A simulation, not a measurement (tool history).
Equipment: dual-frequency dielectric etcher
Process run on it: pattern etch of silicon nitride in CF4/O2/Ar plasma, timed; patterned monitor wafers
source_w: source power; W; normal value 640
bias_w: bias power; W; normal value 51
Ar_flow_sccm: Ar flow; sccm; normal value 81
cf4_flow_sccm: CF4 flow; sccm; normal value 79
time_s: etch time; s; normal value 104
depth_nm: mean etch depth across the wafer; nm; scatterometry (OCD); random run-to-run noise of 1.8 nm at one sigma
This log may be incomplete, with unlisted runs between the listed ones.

run,hour,source_w,bias_w,Ar_flow_sccm,cf4_flow_sccm,time_s,"read-back reference wafer on the same gauge, depth_nm",depth_nm
1,0,640,51,81,79,104,248.3,245.8
# hour 133.5: Ar flow controller replaced
# hour 186.8: gauge calibrated
2,201.1,640,51,81,79,104,248.5,240
3,236.4,640,51,81,79,104,248,239.8
# hour 284.5: wet clean of the chamber
4,306.9,640,51,81,79,104,248.3,252.4
5,362.8,640,51,81,79,104,247.8,248
6,424.8,550,59,63,79,82,247.3,180.3
7,451.8,640,51,81,79,104,248,248.3
# hour 456.9: bias power generator calibrated
8,484.6,640,51,81,79,104,248.3,249.6
9,548.8,540,56,81,79,90,247.6,181.3
10,587.9,740,60,62,64,104,247.8,306.7
# hour 609.8: source power generator calibrated
# hour 613.4: CF4 flow controller replaced
11,626.5,640,51,69,79,104,248.4,253.9
12,692.7,640,58,81,79,76.5,248,185
13,739.5,640,51,81,79,104,248,244

Predict the results of run 14:
# hour 823.4: upper electrode replaced
# hour 846.9: wet clean of the chamber
14,847.4,640,51,81,79,104,?,?

read-back reference wafer on the same gauge, depth_nm: 247.8
depth_nm: 251.7 nm
With no hidden state in the tool, this same run would have given depth_nm 253.3 nm.
